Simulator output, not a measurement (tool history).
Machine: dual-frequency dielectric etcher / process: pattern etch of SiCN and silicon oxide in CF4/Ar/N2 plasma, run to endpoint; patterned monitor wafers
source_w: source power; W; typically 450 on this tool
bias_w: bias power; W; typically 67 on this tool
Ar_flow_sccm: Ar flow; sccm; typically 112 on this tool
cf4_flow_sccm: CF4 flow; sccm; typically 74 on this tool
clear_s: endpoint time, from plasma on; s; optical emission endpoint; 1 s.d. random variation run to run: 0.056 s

run,day,source_w,bias_w,Ar_flow_sccm,cf4_flow_sccm,wafers since the last listed run,hours since the last wet clean,hours since the last source power generator calibration,hours since the last bias power generator calibration,hours since the last Ar flow controller change,hours since the last CF4 flow controller change,hours since the last upper electrode change,"incoming incoming film thickness, nm",clear_s
1,0.000,450,67,112,74,0,179.7,1260.9,2971.6,3212.6,2507.1,3858.5,11.88,13.1
2,3.783,450,67,112,74,1797,270.5,1351.7,3062.4,3303.4,2597.9,3949.3,11.75,12.9
3,8.246,450,67,112,74,2120,377.6,1458.8,3169.5,3410.5,2705.0,4056.4,11.88,13.2
4,12.583,450,67,112,74,2061,481.7,1562.9,3273.6,3514.6,2809.1,4160.5,11.80,13.2
# day 16.646: wet clean of the chamber
# day 16.875: bias power generator calibrated
5,16.929,450,67,112,74,1510,6.8,1667.2,1.3,3618.9,2913.4,4264.8,11.85,13.0
6,20.833,450,67,112,74,1855,100.5,1760.9,95.0,3712.6,3007.1,4358.5,11.76,13.0
# day 23.442: upper electrode replaced
7,24.929,450,67,112,74,1471,198.8,1859.2,193.3,3810.9,3105.4,35.7,11.87,13.2
8,29.096,450,67,112,74,1979,298.8,1959.2,293.3,3910.9,3205.4,135.7,11.89,13.3
9,31.942,450,67,112,74,1352,367.1,2027.5,361.6,3979.2,3273.7,204.0,11.79,13.1
# day 33.788: source power generator calibrated
# day 33.908: Ar flow controller replaced
10,34.862,450,67,99,74,1250,437.2,25.8,431.7,22.9,3343.8,274.1,11.87,12.9
# day 36.304: wet clean of the chamber
11,39.229,450,67,112,74,1599,70.2,130.6,536.5,127.7,3448.6,378.9,11.88,13.1
12,41.592,450,72,126,74,1122,126.9,187.3,593.2,184.4,3505.3,435.6,11.78,12.7
13,44.617,510,55,112,90,1437,199.5,259.9,665.8,257.0,3577.9,508.2,11.85,12.2
# day 46.158: CF4 flow controller replaced
14,47.842,450,72,112,74,1413,276.9,337.3,743.2,334.4,40.4,585.6,11.85,12.6
15,51.246,450,67,112,74,1617,358.6,419.0,824.9,416.1,122.1,667.3,11.86,13.1
16,54.158,340,67,112,59,1383,428.5,488.9,894.8,486.0,192.0,737.2,11.88,19.1
# day 56.400: wet clean of the chamber
17,56.421,520,54,138,82,599,0.5,543.2,949.1,540.3,246.3,791.5,11.89,12.7
18,58.092,450,67,112,60,793,40.6,583.3,989.2,580.4,286.4,831.6,11.89,13.6
19,59.838,450,67,112,82,829,82.5,625.2,1031.1,622.3,328.3,873.5,11.93,12.8
20,61.433,530,78,112,86,758,120.8,663.5,1069.4,660.6,366.6,911.8,11.83,9.8
21,63.629,450,60,112,74,1043,173.5,716.2,1122.1,713.3,419.3,964.5,11.93,14.0
22,67.579,480,67,124,80,1876,268.3,811.0,1216.9,808.1,514.1,1059.3,11.95,12.3
23,69.517,450,67,112,74,920,314.8,857.5,1263.4,854.6,560.6,1105.8,11.86,13.1

The tool's hidden state at each run:
source power that arrives over what is set, %: 0, the same for each run
bias power that arrives over what is set, %: 0, the same for each run
Ar flow that arrives over what is set, %: 0, the same for each run
CF4 flow that arrives over what is set, %: 0, the same for each run
H1: etch rate over this chamber's usual, %
run,H1
1,-0.261
2,-0.579
3,-0.953
4,-1.32
5,-0.0396
6,-0.367
7,-0.711
8,-1.06
9,-1.3
10,-1.54
11,-0.0704
12,-0.269
13,-0.522
14,-0.793
15,-1.08
16,-1.32
17,0.262
18,0.122
19,-0.0246
20,-0.158
21,-0.343
22,-0.674
23,-0.836
